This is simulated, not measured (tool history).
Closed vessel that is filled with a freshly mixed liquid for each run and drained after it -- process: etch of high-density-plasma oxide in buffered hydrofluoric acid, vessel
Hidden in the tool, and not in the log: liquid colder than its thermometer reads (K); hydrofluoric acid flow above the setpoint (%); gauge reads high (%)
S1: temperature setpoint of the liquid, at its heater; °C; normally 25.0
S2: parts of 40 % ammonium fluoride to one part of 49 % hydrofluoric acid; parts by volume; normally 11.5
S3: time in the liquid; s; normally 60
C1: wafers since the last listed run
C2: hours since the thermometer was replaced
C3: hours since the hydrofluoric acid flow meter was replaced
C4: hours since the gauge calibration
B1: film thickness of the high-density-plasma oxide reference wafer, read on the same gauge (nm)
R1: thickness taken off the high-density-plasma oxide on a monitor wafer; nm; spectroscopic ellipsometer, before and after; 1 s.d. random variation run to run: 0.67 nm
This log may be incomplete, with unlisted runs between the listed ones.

run,hour,S1,S2,S3,C1,C2,C3,C4,B1,R1
1,0.0,25.0,9.5,60,0,369.8,430.4,111.3,90.00,70.52
2,13.4,25.0,9.5,60,1480,383.2,443.8,124.7,89.99,69.69
# hour 32.1: gauge calibrated
3,40.7,25.0,11.5,60,3016,410.5,471.1,8.6,90.00,58.82
4,64.1,25.0,11.5,60,2585,433.9,494.5,32.0,90.01,58.72
5,91.4,25.0,11.5,60,3016,461.2,521.8,59.3,90.03,58.65
6,127.1,25.0,11.5,60,3944,496.9,557.5,95.0,90.00,58.93
# hour 136.1: hydrofluoric acid flow meter replaced
7,157.5,25.0,11.5,30,3248,527.3,21.4,125.4,89.95,28.77
8,180.6,28.0,14.0,60,2552,550.4,44.5,148.5,90.01,55.68
# hour 188.3: thermometer replaced
# hour 197.3: gauge calibrated
9,202.8,28.0,9.0,30,2342,14.5,66.7,5.5,90.03,47.51
10,217.2,25.0,11.5,95,1590,28.9,81.1,19.9,89.96,105.84
11,242.4,25.0,11.5,60,2784,54.1,106.3,45.1,90.02,65.87
12,256.4,26.5,11.5,90,1546,68.1,120.3,59.1,89.99,106.02
13,286.1,25.0,11.5,85,3281,97.8,150.0,88.8,90.02,91.52
14,305.8,25.0,11.5,70,2176,117.5,169.7,108.5,89.97,75.65

Below are 4 alternative next runs, each starting from the tool's condition after run 14. Predict each:
A,306.5,20.5,11.5,60,77,118.2,170.4,109.2,?,?
B,306.5,21.5,8.0,60,77,118.2,170.4,109.2,?,?
C,306.5,20.5,9.0,85,77,118.2,170.4,109.2,?,?
D,306.5,21.0,15.5,60,77,118.2,170.4,109.2,?,?

run,B1,R1
A,89.98,50.72
B,89.98,74.64
C,89.98,88.00
D,89.98,38.92
The same runs, with their run-to-run variation unchanged, on a tool lacking any hidden condition would have given:
run,R1
A,52.93
B,77.86
C,91.82
D,40.61

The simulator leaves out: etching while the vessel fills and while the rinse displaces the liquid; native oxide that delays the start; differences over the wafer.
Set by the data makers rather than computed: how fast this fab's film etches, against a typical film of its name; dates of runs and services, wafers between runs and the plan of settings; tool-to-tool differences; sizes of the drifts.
